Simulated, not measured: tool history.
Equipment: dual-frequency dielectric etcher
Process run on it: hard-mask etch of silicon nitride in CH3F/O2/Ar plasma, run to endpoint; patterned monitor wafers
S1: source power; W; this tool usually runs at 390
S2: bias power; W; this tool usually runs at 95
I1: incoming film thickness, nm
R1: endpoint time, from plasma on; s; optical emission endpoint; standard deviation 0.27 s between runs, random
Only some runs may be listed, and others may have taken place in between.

run	hour	S1	S2	I1	R1
1	0	390	95	37.53	48.9
2	13.5	390	95	37.46	48.3
3	30.8	390	95	37.32	48.5
4	48.2	390	95	37.85	49.1
5	55.9	390	95	37.8	49
6	65.8	390	95	37.68	49.1
7	77.8	370	102	37.58	47.9
8	92.7	370	102	37.96	48.5
9	109.1	370	102	38.14	48.3
10	117	390	76	37.77	55
11	123.1	390	76	38.11	55.4
12	131.1	430	95	38.27	48.2
# hour 159.8: wet clean of the chamber
13	166.9	390	95	37.84	50.2
14	182.4	390	95	37.22	49.5
15	198.3	470	95	37.55	46.7
# hour 224: bias power generator calibrated
# hour 231.3: upper electrode replaced
16	231.8	440	117	37.86	43.8
17	232.6	330	114	37.89	48.4
18	248.7	390	95	37.87	50.1
19	265.7	390	113	37.67	45.3
20	274.1	390	110	38.3	46.8
21	287.5	300	115	37.64	48.7
# hour 294: source power generator calibrated
22	297	390	95	37.9	49.7
23	303.7	470	107	38	44.3
24	318	390	95	37.46	48.8

For run 25, what comes out?
25	326.6	460	72	37.64	?

{"run 25": {"R1": 54.4}}
Take away the tool's hidden state, keep the run-to-run variation as it was, and the same run would have given R1 55.4 s.
